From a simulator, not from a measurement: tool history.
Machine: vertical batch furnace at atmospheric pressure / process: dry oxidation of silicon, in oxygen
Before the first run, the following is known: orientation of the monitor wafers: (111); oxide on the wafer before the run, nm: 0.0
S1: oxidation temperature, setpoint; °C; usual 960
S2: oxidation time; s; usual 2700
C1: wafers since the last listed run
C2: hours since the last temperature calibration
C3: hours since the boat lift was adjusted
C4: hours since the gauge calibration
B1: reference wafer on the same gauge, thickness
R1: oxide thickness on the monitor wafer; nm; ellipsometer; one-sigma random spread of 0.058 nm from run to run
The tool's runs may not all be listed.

| run | hour | S1 | S2 | C1 | C2 | C3 | C4 | B1 | R1 |
|---|---|---|---|---|---|---|---|---|---|
| 1 | 0 | 944 | 2700 | 0 | 2073.4 | 4380.8 | 535.8 | 38.13 | 34.07 |
| 2 | 42.8 | 944 | 2700 | 610 | 2116.2 | 4423.6 | 578.6 | 38.08 | 34.06 |
|  | 113.9 | gauge calibrated |
| 3 | 147.8 | 944 | 2700 | 1497 | 2221.2 | 4528.6 | 33.9 | 38.1 | 34.08 |
| 4 | 202.7 | 960 | 1770 | 783 | 2276.1 | 4583.5 | 88.8 | 38.09 | 29.27 |
| 5 | 266.1 | 960 | 3450 | 904 | 2339.5 | 4646.9 | 152.2 | 38.09 | 46.21 |
| 6 | 370.9 | 960 | 3600 | 1494 | 2444.3 | 4751.7 | 257 | 38.11 | 47.49 |
|  | 441.1 | thermocouples replaced and temperature profile calibrated |
| 7 | 462.2 | 960 | 2700 | 959 | 21.1 | 4843 | 348.3 | 38.08 | 37.55 |
| 8 | 549.5 | 937 | 2190 | 1245 | 108.4 | 4930.3 | 435.6 | 38.08 | 26.78 |
| 9 | 589.4 | 970 | 3600 | 569 | 148.3 | 4970.2 | 475.5 | 38.09 | 49.73 |
|  | 658.2 | boat lift adjusted |
| 10 | 658.7 | 983 | 2250 | 646 | 217.6 | 0.5 | 544.8 | 38.12 | 41.27 |
|  | 733.7 | gauge calibrated |
| 11 | 739.1 | 980 | 1530 | 1146 | 298 | 80.9 | 5.4 | 38.09 | 31.29 |
| 12 | 835.7 | 979 | 3690 | 1377 | 394.6 | 177.5 | 102 | 38.13 | 56.39 |
| 13 | 921.2 | 960 | 2700 | 1219 | 480.1 | 263 | 187.5 | 38.1 | 39.24 |
| 14 | 995.7 | 942 | 3480 | 1062 | 554.6 | 337.5 | 262 | 38.09 | 40.14 |

4 options for the next run, each taken on its own from the tool as it stands now. Forecast them:
| A | 1000.7 | 960 | 2700 | 71 | 559.6 | 342.5 | 267 | ? | ? |
| B | 1000.7 | 947 | 2010 | 71 | 559.6 | 342.5 | 267 | ? | ? |
| C | 1000.7 | 976 | 2700 | 71 | 559.6 | 342.5 | 267 | ? | ? |
| D | 1000.7 | 971 | 3720 | 71 | 559.6 | 342.5 | 267 | ? | ? |

| run | B1 | R1 |
|---|---|---|
| A | 38.08 | 39.26 |
| B | 38.08 | 28.77 |
| C | 38.08 | 44.68 |
| D | 38.08 | 53.4 |
Without the tool's hidden state the same runs would have given:
| run | R1 |
|---|---|
| A | 38.87 |
| B | 28.48 |
| C | 44.26 |
| D | 52.89 |
